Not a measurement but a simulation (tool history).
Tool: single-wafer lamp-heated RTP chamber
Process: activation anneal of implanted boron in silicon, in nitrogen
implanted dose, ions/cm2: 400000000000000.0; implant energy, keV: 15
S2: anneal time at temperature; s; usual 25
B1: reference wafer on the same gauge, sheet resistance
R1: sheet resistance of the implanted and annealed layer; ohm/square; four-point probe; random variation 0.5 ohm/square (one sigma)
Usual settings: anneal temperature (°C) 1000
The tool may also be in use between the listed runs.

Run 1, hour 0.0: usual settings but anneal temperature (°C) 989, S2 15 s; B1 322.05. Result: R1 273.24 ohm/square.
Run 2, hour 35.5: usual settings but anneal temperature (°C) 989, S2 15 s; B1 321.99. Result: R1 272.47 ohm/square.
Run 3, hour 67.1: usual settings but anneal temperature (°C) 989, S2 15 s; B1 321.96. Result: R1 272.62 ohm/square.
Run 4, hour 88.0: usual settings but S2 19 s; B1 321.94. Result: R1 268.80 ohm/square.
Run 5, hour 101.4: usual settings but S2 19 s; B1 322.10. Result: R1 268.64 ohm/square.
Run 6, hour 131.4: usual settings but S2 30 s; B1 322.26. Result: R1 267.07 ohm/square.
Run 7, hour 163.2: usual settings but S2 30 s; B1 321.88. Result: R1 266.72 ohm/square.
Run 8, hour 175.7: usual settings; B1 322.01. Result: R1 266.80 ohm/square.
Run 9, hour 200.3: usual settings; B1 322.02. Result: R1 266.37 ohm/square.
Run 10, hour 234.4: usual settings but anneal temperature (°C) 987, S2 18 s; B1 322.14. Result: R1 271.61 ohm/square.
Run 11, hour 252.5: usual settings; B1 322.01. Result: R1 267.01 ohm/square.
At hour 273.1: pyrometer window cleaned and pyrometer calibrated.
Run 12, hour 279.3: usual settings but anneal temperature (°C) 1009, S2 13 s; B1 322.01. Result: R1 269.35 ohm/square.
Run 13, hour 293.5: usual settings but anneal temperature (°C) 1022, S2 33 s; B1 321.98. Result: R1 265.68 ohm/square.
Run 14, hour 311.0: usual settings but anneal temperature (°C) 980, S2 17 s; B1 322.01. Result: R1 279.11 ohm/square.
At hour 323.1: gauge calibrated.
Run 15, hour 335.2: usual settings but S2 30 s; B1 322.03. Result: R1 268.62 ohm/square.
At hour 363.6: reflector plate cleaned.
Run 16, hour 432.6: usual settings but anneal temperature (°C) 1017, S2 12 s; B1 321.91. Result: R1 267.83 ohm/square.
Run 17, hour 499.4: usual settings but anneal temperature (°C) 1013, S2 20 s; B1 321.96. Result: R1 267.48 ohm/square.

Forecast each of these 4 alternatives for the next run:
Run A, hour 499.8: usual settings; B1 ?. Result: R1 ?.
Run B, hour 499.8: usual settings but anneal temperature (°C) 982, S2 13 s; B1 ?. Result: R1 ?.
Run C, hour 499.8: usual settings but anneal temperature (°C) 988, S2 18 s; B1 ?. Result: R1 ?.
Run D, hour 499.8: usual settings but anneal temperature (°C) 975, S2 30 s; B1 ?. Result: R1 ?.

run      B1      R1
  A  321.98  267.88
  B  321.98  276.11
  C  321.98  272.04
  D  321.98  275.85
Without the tool's hidden state the same runs would have given:
run      R1
  A  269.73
  B  281.75
  C  275.81
  D  281.64
